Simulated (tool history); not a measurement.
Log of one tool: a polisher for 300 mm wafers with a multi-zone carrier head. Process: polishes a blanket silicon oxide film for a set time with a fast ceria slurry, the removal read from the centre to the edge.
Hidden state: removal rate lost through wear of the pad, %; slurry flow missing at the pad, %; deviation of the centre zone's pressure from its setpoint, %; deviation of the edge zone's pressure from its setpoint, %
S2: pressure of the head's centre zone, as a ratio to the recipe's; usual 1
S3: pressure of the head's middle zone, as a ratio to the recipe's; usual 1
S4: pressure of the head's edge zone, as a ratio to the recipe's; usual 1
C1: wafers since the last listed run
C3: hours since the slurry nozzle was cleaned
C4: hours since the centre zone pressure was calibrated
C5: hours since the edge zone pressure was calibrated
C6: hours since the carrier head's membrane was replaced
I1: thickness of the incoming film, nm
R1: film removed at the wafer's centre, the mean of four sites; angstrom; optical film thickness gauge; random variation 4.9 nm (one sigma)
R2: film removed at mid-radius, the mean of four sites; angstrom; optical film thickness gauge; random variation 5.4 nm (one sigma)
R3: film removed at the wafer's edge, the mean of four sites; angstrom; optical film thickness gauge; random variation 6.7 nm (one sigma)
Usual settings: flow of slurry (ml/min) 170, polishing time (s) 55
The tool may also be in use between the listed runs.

run 1 hour=0 | flow_of_slurry_(ml/min)=170 S2=0.95 S3=1 S4=1 polishing_time_(s)=55 | C1=0 wafers_polished_on_this_pad=2993 C3=236.9 C4=344.7 C5=368.3 C6=514.2 | I1=1602.9 | R1=4595 R2=4804 R3=4736
-- hour=21.6 worn pad replaced by a new one
run 2 hour=70.4 | flow_of_slurry_(ml/min)=170 S2=0.95 S3=1 S4=1 polishing_time_(s)=55 | C1=966 wafers_polished_on_this_pad=710 C3=307.3 C4=415.1 C5=438.7 C6=584.6 | I1=1650 | R1=4630 R2=4874 R3=4682
run 3 hour=115 | flow_of_slurry_(ml/min)=170 S2=0.95 S3=1 S4=1 polishing_time_(s)=55 | C1=649 wafers_polished_on_this_pad=1359 C3=351.9 C4=459.7 C5=483.3 C6=629.2 | I1=1618.8 | R1=4655 R2=4768 R3=4683
run 4 hour=152 | flow_of_slurry_(ml/min)=170 S2=1 S3=1.08 S4=1 polishing_time_(s)=55 | C1=538 wafers_polished_on_this_pad=1897 C3=388.9 C4=496.7 C5=520.3 C6=666.2 | I1=1632.6 | R1=4813 R2=5175 R3=4754
run 5 hour=222.8 | flow_of_slurry_(ml/min)=170 S2=1 S3=1.08 S4=1 polishing_time_(s)=55 | C1=1030 wafers_polished_on_this_pad=2928 C3=459.7 C4=567.5 C5=591.1 C6=737 | I1=1625.2 | R1=4831 R2=5164 R3=4721
-- hour=251.9 worn pad replaced by a new one
run 6 hour=354.3 | flow_of_slurry_(ml/min)=170 S2=1 S3=1.08 S4=1 polishing_time_(s)=55 | C1=1855 wafers_polished_on_this_pad=1490 C3=591.2 C4=699 C5=722.6 C6=868.5 | I1=1623.1 | R1=4914 R2=5096 R3=4508
-- hour=367.1 carrier head's membrane replaced by a new one
run 7 hour=389.5 | flow_of_slurry_(ml/min)=170 S2=1 S3=1 S4=0.94 polishing_time_(s)=55 | C1=439 wafers_polished_on_this_pad=1930 C3=626.4 C4=734.2 C5=757.8 C6=22.4 | I1=1614.9 | R1=4848 R2=4774 R3=4695
-- hour=393.1 edge zone pressure recalibrated
run 8 hour=444.7 | flow_of_slurry_(ml/min)=170 S2=1 S3=1 S4=1 polishing_time_(s)=55 | C1=774 wafers_polished_on_this_pad=2704 C3=681.6 C4=789.4 C5=51.6 C6=77.6 | I1=1636.7 | R1=4833 R2=4777 R3=4768
-- hour=457.3 worn pad replaced by a new one
run 9 hour=494.5 | flow_of_slurry_(ml/min)=170 S2=1 S3=1 S4=1 polishing_time_(s)=55 | C1=666 wafers_polished_on_this_pad=540 C3=731.4 C4=839.2 C5=101.4 C6=127.4 | I1=1642.9 | R1=4759 R2=4815 R3=4773
-- hour=504.5 slurry nozzle cleaned
-- hour=525.4 centre zone pressure recalibrated
run 10 hour=546.5 | flow_of_slurry_(ml/min)=170 S2=1 S3=1 S4=0.97 polishing_time_(s)=55 | C1=713 wafers_polished_on_this_pad=1253 C3=42 C4=21.1 C5=153.4 C6=179.4 | I1=1600.5 | R1=4768 R2=4722 R3=4591
run 11 hour=575.9 | flow_of_slurry_(ml/min)=170 S2=1 S3=1 S4=0.91 polishing_time_(s)=55 | C1=427 wafers_polished_on_this_pad=1681 C3=71.4 C4=50.5 C5=182.8 C6=208.8 | I1=1590.4 | R1=4918 R2=4819 R3=4603
-- hour=681.8 worn pad replaced by a new one
run 12 hour=785.9 | flow_of_slurry_(ml/min)=170 S2=1 S3=1 S4=0.93 polishing_time_(s)=73 | C1=2998 wafers_polished_on_this_pad=1514 C3=281.4 C4=260.5 C5=392.8 C6=418.8 | I1=1635.5 | R1=6550 R2=6187 R3=6128
run 13 hour=815.3 | flow_of_slurry_(ml/min)=170 S2=1 S3=1 S4=1 polishing_time_(s)=55 | C1=427 wafers_polished_on_this_pad=1942 C3=310.8 C4=289.9 C5=422.2 C6=448.2 | I1=1591.7 | R1=4854 R2=4772 R3=4686
run 14 hour=862.1 | flow_of_slurry_(ml/min)=170 S2=1 S3=1 S4=0.9 polishing_time_(s)=55 | C1=681 wafers_polished_on_this_pad=2623 C3=357.6 C4=336.7 C5=469 C6=495 | I1=1624.2 | R1=4895 R2=4752 R3=4488
-- hour=890.1 worn pad replaced by a new one
run 15 hour=896.7 | flow_of_slurry_(ml/min)=120 S2=0.93 S3=0.89 S4=1 polishing_time_(s)=41 | C1=445 wafers_polished_on_this_pad=95 C3=392.2 C4=371.3 C5=503.6 C6=529.6 | I1=1650.9 | R1=3189 R2=3035 R3=3346
run 16 hour=961.4 | flow_of_slurry_(ml/min)=140 S2=1 S3=1.09 S4=1 polishing_time_(s)=55 | C1=941 wafers_polished_on_this_pad=1037 C3=456.9 C4=436 C5=568.3 C6=594.3 | I1=1628.9 | R1=4731 R2=4955 R3=4627
run 17 hour=1013.8 | flow_of_slurry_(ml/min)=110 S2=0.91 S3=1.05 S4=1 polishing_time_(s)=62 | C1=762 wafers_polished_on_this_pad=1799 C3=509.3 C4=488.4 C5=620.7 C6=646.7 | I1=1639.5 | R1=4682 R2=5194 R3=4907
-- hour=1047.8 edge zone pressure recalibrated
run 18 hour=1070.9 | flow_of_slurry_(ml/min)=170 S2=1 S3=1 S4=1 polishing_time_(s)=48 | C1=801 wafers_polished_on_this_pad=2601 C3=566.4 C4=545.5 C5=23.1 C6=703.8 | I1=1601.8 | R1=4159 R2=4168 R3=4030

The tool's hidden state at each run:
removal rate lost through wear of the pad, %: 0 in every run
slurry flow missing at the pad, %: 0 in every run
deviation of the centre zone's pressure from its setpoint, %: 0 in every run
deviation of the edge zone's pressure from its setpoint, %: 0 in every run

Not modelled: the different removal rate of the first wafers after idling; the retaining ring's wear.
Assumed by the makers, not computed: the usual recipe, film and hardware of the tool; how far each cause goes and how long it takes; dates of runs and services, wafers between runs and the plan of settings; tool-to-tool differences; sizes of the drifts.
